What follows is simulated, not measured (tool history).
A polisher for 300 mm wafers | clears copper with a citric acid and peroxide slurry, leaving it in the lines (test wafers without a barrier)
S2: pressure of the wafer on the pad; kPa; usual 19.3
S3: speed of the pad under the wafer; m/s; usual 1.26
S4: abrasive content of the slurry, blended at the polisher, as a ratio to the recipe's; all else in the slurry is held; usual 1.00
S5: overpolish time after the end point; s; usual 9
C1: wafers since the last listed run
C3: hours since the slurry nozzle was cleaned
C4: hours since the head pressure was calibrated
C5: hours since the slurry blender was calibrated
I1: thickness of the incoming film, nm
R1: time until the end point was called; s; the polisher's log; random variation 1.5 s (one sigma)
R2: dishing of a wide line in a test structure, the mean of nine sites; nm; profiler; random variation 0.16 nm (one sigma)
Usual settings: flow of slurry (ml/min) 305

{"run": 1, "hour": 0.0, "flow of slurry (ml/min)": 245, "S2": 19.3, "S3": 1.26, "S4": 1.0, "S5": 9, "C1": 0, "wafers polished on this pad": 319, "C3": 179.2, "C4": 473.7, "C5": 507.5, "I1": 252.1, "R1": 115.6, "R2": 13.7}
{"hour": 28.7, "done": "slurry blender recalibrated"}
{"run": 2, "hour": 69.7, "flow of slurry (ml/min)": 305, "S2": 19.3, "S3": 1.26, "S4": 1.0, "S5": 9, "C1": 576, "wafers polished on this pad": 895, "C3": 248.9, "C4": 543.4, "C5": 41.0, "I1": 251.4, "R1": 101.3, "R2": 15.5}
{"run": 3, "hour": 126.8, "flow of slurry (ml/min)": 305, "S2": 19.3, "S3": 1.26, "S4": 1.0, "S5": 6, "C1": 485, "wafers polished on this pad": 1380, "C3": 306.0, "C4": 600.5, "C5": 98.1, "I1": 247.2, "R1": 99.5, "R2": 11.0}
{"hour": 193.9, "done": "worn pad replaced by a new one"}
{"run": 4, "hour": 229.2, "flow of slurry (ml/min)": 305, "S2": 19.3, "S3": 1.26, "S4": 1.0, "S5": 9, "C1": 837, "wafers polished on this pad": 300, "C3": 408.4, "C4": 702.9, "C5": 200.5, "I1": 251.8, "R1": 103.8, "R2": 15.1}
{"run": 5, "hour": 299.4, "flow of slurry (ml/min)": 305, "S2": 19.3, "S3": 1.4, "S4": 1.0, "S5": 9, "C1": 597, "wafers polished on this pad": 897, "C3": 478.6, "C4": 773.1, "C5": 270.7, "I1": 250.7, "R1": 95.8, "R2": 15.8}
{"run": 6, "hour": 338.8, "flow of slurry (ml/min)": 305, "S2": 21.4, "S3": 1.42, "S4": 1.0, "S5": 9, "C1": 335, "wafers polished on this pad": 1233, "C3": 518.0, "C4": 812.5, "C5": 310.1, "I1": 247.4, "R1": 86.5, "R2": 17.2}
{"run": 7, "hour": 407.0, "flow of slurry (ml/min)": 305, "S2": 21.4, "S3": 1.42, "S4": 1.0, "S5": 9, "C1": 580, "wafers polished on this pad": 1813, "C3": 586.2, "C4": 880.7, "C5": 378.3, "I1": 249.6, "R1": 93.2, "R2": 16.6}
{"hour": 451.5, "done": "slurry blender recalibrated"}
{"run": 8, "hour": 482.2, "flow of slurry (ml/min)": 305, "S2": 19.3, "S3": 1.26, "S4": 0.85, "S5": 8, "C1": 622, "wafers polished on this pad": 2436, "C3": 661.4, "C4": 955.9, "C5": 30.7, "I1": 254.2, "R1": 113.7, "R2": 13.2}
{"hour": 487.5, "done": "worn pad replaced by a new one"}
{"run": 9, "hour": 531.4, "flow of slurry (ml/min)": 305, "S2": 19.3, "S3": 1.26, "S4": 1.0, "S5": 7, "C1": 384, "wafers polished on this pad": 373, "C3": 710.6, "C4": 1005.1, "C5": 79.9, "I1": 246.4, "R1": 103.8, "R2": 12.1}
{"run": 10, "hour": 635.4, "flow of slurry (ml/min)": 305, "S2": 19.3, "S3": 1.26, "S4": 1.0, "S5": 9, "C1": 884, "wafers polished on this pad": 1258, "C3": 814.6, "C4": 1109.1, "C5": 183.9, "I1": 250.7, "R1": 108.8, "R2": 14.7}
{"hour": 644.7, "done": "head pressure recalibrated"}
{"hour": 653.9, "done": "slurry nozzle cleaned"}
{"run": 11, "hour": 724.9, "flow of slurry (ml/min)": 305, "S2": 25.5, "S3": 1.54, "S4": 0.7, "S5": 7, "C1": 735, "wafers polished on this pad": 1994, "C3": 71.0, "C4": 80.2, "C5": 273.4, "I1": 253.3, "R1": 76.3, "R2": 15.6}
{"hour": 732.4, "done": "worn pad replaced by a new one"}
{"run": 12, "hour": 824.1, "flow of slurry (ml/min)": 305, "S2": 19.3, "S3": 1.26, "S4": 1.0, "S5": 9, "C1": 809, "wafers polished on this pad": 779, "C3": 170.2, "C4": 179.4, "C5": 372.6, "I1": 249.2, "R1": 105.9, "R2": 15.0}
{"run": 13, "hour": 863.6, "flow of slurry (ml/min)": 305, "S2": 19.3, "S3": 1.06, "S4": 1.0, "S5": 13, "C1": 336, "wafers polished on this pad": 1115, "C3": 209.7, "C4": 218.9, "C5": 412.1, "I1": 250.8, "R1": 126.9, "R2": 17.3}
{"hour": 907.4, "done": "slurry blender recalibrated"}
{"run": 14, "hour": 939.8, "flow of slurry (ml/min)": 305, "S2": 24.8, "S3": 1.26, "S4": 1.1, "S5": 9, "C1": 631, "wafers polished on this pad": 1747, "C3": 285.9, "C4": 295.1, "C5": 32.4, "I1": 251.0, "R1": 84.9, "R2": 18.1}
{"run": 15, "hour": 1003.2, "flow of slurry (ml/min)": 360, "S2": 24.8, "S3": 1.54, "S4": 1.0, "S5": 9, "C1": 539, "wafers polished on this pad": 2286, "C3": 349.3, "C4": 358.5, "C5": 95.8, "I1": 247.7, "R1": 67.3, "R2": 21.1}
{"hour": 1010.3, "done": "worn pad replaced by a new one"}
{"run": 16, "hour": 1077.5, "flow of slurry (ml/min)": 305, "S2": 21.4, "S3": 1.02, "S4": 1.0, "S5": 9, "C1": 598, "wafers polished on this pad": 571, "C3": 423.6, "C4": 432.8, "C5": 170.1, "I1": 255.5, "R1": 121.0, "R2": 13.7}
{"run": 17, "hour": 1129.8, "flow of slurry (ml/min)": 305, "S2": 19.3, "S3": 1.48, "S4": 1.0, "S5": 9, "C1": 444, "wafers polished on this pad": 1016, "C3": 475.9, "C4": 485.1, "C5": 222.4, "I1": 250.6, "R1": 93.1, "R2": 17.0}
{"run": 18, "hour": 1176.3, "flow of slurry (ml/min)": 305, "S2": 19.3, "S3": 1.26, "S4": 1.0, "S5": 6, "C1": 395, "wafers polished on this pad": 1412, "C3": 522.4, "C4": 531.6, "C5": 268.9, "I1": 252.7, "R1": 107.2, "R2": 10.4}
{"run": 19, "hour": 1261.4, "flow of slurry (ml/min)": 225, "S2": 19.3, "S3": 1.26, "S4": 1.0, "S5": 9, "C1": 724, "wafers polished on this pad": 2136, "C3": 607.5, "C4": 616.7, "C5": 354.0, "I1": 247.6, "R1": 113.6, "R2": 13.8}
{"hour": 1312.6, "done": "worn pad replaced by a new one"}
{"hour": 1334.3, "done": "slurry blender recalibrated"}
{"run": 20, "hour": 1344.6, "flow of slurry (ml/min)": 265, "S2": 19.3, "S3": 1.6, "S4": 1.15, "S5": 5, "C1": 656, "wafers polished on this pad": 255, "C3": 690.7, "C4": 699.9, "C5": 10.3, "I1": 250.8, "R1": 82.1, "R2": 11.2}

How would selected steps in R1 from run to run divide? Give the signed amount a tool lacking its hidden state would still show from settings, what came in and random variation, and the signed amount left for the hidden state, including any gauge scatter that is not in both of the compared results.
What the log doesn't record here: removal rate lost through wear of the pad, %; slurry flow missing at the pad, %; deviation of the head's pressure from its setpoint, %; abrasive missing from the slurry, %.
Run 1 -> 2: flow of slurry (ml/min) 245 -> 305, slurry blender recalibrated. R1 -14.3 s: hidden state -12.5, all else -1.8.
Run 13 -> 14: S2 19.3 -> 24.8, S3 1.06 -> 1.26, S4 1.00 -> 1.10, S5 13 -> 9, slurry blender recalibrated. R1 -42.0 s: hidden state -7.7, all else -34.3.
Run 15 -> 16: flow of slurry (ml/min) 360 -> 305, S2 24.8 -> 21.4, S3 1.54 -> 1.02, worn pad replaced by a new one. R1 +53.7 s: hidden state +4.1, all else +49.6.
Run 19 -> 20: flow of slurry (ml/min) 225 -> 265, S3 1.26 -> 1.60, S4 1.00 -> 1.15, S5 9 -> 5, worn pad replaced by a new one, slurry blender recalibrated. R1 -31.5 s: hidden state -8.6, all else -22.9.

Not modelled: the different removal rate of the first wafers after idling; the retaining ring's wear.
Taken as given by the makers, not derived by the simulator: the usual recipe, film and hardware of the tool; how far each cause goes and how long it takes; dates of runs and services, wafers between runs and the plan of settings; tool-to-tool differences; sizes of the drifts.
